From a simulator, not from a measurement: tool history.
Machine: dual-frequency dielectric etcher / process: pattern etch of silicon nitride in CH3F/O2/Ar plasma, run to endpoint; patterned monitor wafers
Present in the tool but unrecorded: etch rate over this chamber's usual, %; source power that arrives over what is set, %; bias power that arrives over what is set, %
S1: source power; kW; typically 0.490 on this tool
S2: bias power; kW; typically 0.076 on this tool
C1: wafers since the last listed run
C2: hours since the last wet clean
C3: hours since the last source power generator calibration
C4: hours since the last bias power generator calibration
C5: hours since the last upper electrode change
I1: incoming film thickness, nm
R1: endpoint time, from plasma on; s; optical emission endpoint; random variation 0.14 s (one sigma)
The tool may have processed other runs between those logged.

Run 1, hour 0.0: usual settings but S1 0.550 kW; C1 0; C2 441.8; C3 2177.6; C4 2661.1; C5 4152.8; I1 37.31. Result: R1 44.6 s.
Run 2, hour 9.5: usual settings; C1 125; C2 451.3; C3 2187.1; C4 2670.6; C5 4162.3; I1 36.88. Result: R1 46.1 s.
Run 3, hour 48.3: usual settings but S1 0.440 kW, S2 0.070 kW; C1 512; C2 490.1; C3 2225.9; C4 2709.4; C5 4201.1; I1 37.48. Result: R1 50.4 s.
Run 4, hour 60.8: usual settings but S1 0.530 kW; C1 165; C2 502.6; C3 2238.4; C4 2721.9; C5 4213.6; I1 37.54. Result: R1 45.6 s.
Run 5, hour 72.2: usual settings but S2 0.064 kW; C1 150; C2 514.0; C3 2249.8; C4 2733.3; C5 4225.0; I1 36.93. Result: R1 48.3 s.
Run 6, hour 89.3: usual settings but S2 0.064 kW; C1 226; C2 531.1; C3 2266.9; C4 2750.4; C5 4242.1; I1 36.80. Result: R1 47.9 s.
Run 7, hour 101.5: usual settings but S1 0.540 kW, S2 0.068 kW; C1 161; C2 543.3; C3 2279.1; C4 2762.6; C5 4254.3; I1 36.98. Result: R1 45.8 s.
At hour 162.4: upper electrode replaced.
Run 8, hour 162.9: usual settings but S1 0.540 kW, S2 0.068 kW; C1 494; C2 604.7; C3 2340.5; C4 2824.0; C5 0.5; I1 36.91. Result: R1 45.9 s.
Run 9, hour 163.2: usual settings but S1 0.540 kW, S2 0.068 kW; C1 3; C2 605.0; C3 2340.8; C4 2824.3; C5 0.8; I1 37.17. Result: R1 46.1 s.
At hour 190.4: bias power generator calibrated.
At hour 192.0: wet clean of the chamber.
Run 10, hour 192.5: usual settings but S1 0.520 kW; C1 313; C2 0.5; C3 2370.1; C4 2.1; C5 30.1; I1 37.03. Result: R1 44.6 s.
Run 11, hour 195.2: usual settings but S1 0.520 kW; C1 35; C2 3.2; C3 2372.8; C4 4.8; C5 32.8; I1 37.33. Result: R1 44.7 s.
Run 12, hour 210.1: usual settings; C1 196; C2 18.1; C3 2387.7; C4 19.7; C5 47.7; I1 37.25. Result: R1 46.0 s.
Run 13, hour 227.6: usual settings but S2 0.086 kW; C1 231; C2 35.6; C3 2405.2; C4 37.2; C5 65.2; I1 37.17. Result: R1 44.9 s.
Run 14, hour 241.8: usual settings; C1 187; C2 49.8; C3 2419.4; C4 51.4; C5 79.4; I1 37.16. Result: R1 45.8 s.
Run 15, hour 251.7: usual settings but S1 0.590 kW, S2 0.089 kW; C1 130; C2 59.7; C3 2429.3; C4 61.3; C5 89.3; I1 36.72. Result: R1 40.5 s.
Run 16, hour 268.1: usual settings but S1 0.530 kW, S2 0.086 kW; C1 216; C2 76.1; C3 2445.7; C4 77.7; C5 105.7; I1 37.16. Result: R1 43.2 s.
At hour 279.4: source power generator calibrated.
Run 17, hour 282.0: usual settings but S1 0.610 kW; C1 130; C2 90.0; C3 2.6; C4 91.6; C5 119.6; I1 36.72. Result: R1 41.5 s.
Run 18, hour 300.7: usual settings but S1 0.550 kW, S2 0.090 kW; C1 247; C2 108.7; C3 21.3; C4 110.3; C5 138.3; I1 36.52. Result: R1 41.1 s.
Run 19, hour 311.6: usual settings but S2 0.085 kW; C1 144; C2 119.6; C3 32.2; C4 121.2; C5 149.2; I1 37.26. Result: R1 45.2 s.
Run 20, hour 328.4: usual settings; C1 222; C2 136.4; C3 49.0; C4 138.0; C5 166.0; I1 36.81. Result: R1 45.7 s.
Run 21, hour 340.0: usual settings; C1 153; C2 148.0; C3 60.6; C4 149.6; C5 177.6; I1 37.21. Result: R1 46.3 s.
Run 22, hour 353.3: usual settings but S1 0.600 kW, S2 0.069 kW; C1 175; C2 161.3; C3 73.9; C4 162.9; C5 190.9; I1 36.78. Result: R1 42.9 s.
Run 23, hour 361.5: usual settings but S1 0.560 kW, S2 0.063 kW; C1 108; C2 169.5; C3 82.1; C4 171.1; C5 199.1; I1 37.27. Result: R1 45.8 s.
Run 24, hour 372.9: usual settings but S1 0.520 kW, S2 0.070 kW; C1 150; C2 180.9; C3 93.5; C4 182.5; C5 210.5; I1 36.92. Result: R1 45.8 s.

Forecast each of these 4 alternatives for the next run:
Run A, hour 373.3: usual settings but S1 0.440 kW; C1 5; C2 181.3; C3 93.9; C4 182.9; C5 210.9; I1 36.74. Result: R1 ?.
Run B, hour 373.3: usual settings but S2 0.084 kW; C1 5; C2 181.3; C3 93.9; C4 182.9; C5 210.9; I1 36.74. Result: R1 ?.
Run C, hour 373.3: usual settings but S1 0.570 kW, S2 0.066 kW; C1 5; C2 181.3; C3 93.9; C4 182.9; C5 210.9; I1 36.74. Result: R1 ?.
Run D, hour 373.3: usual settings but S2 0.093 kW; C1 5; C2 181.3; C3 93.9; C4 182.9; C5 210.9; I1 36.74. Result: R1 ?.

run    R1
  A  47.9
  B  44.6
  C  44.2
  D  43.5
Had the tool no hidden state, the same runs would have come out as:
run    R1
  A  47.6
  B  44.3
  C  43.9
  D  43.2
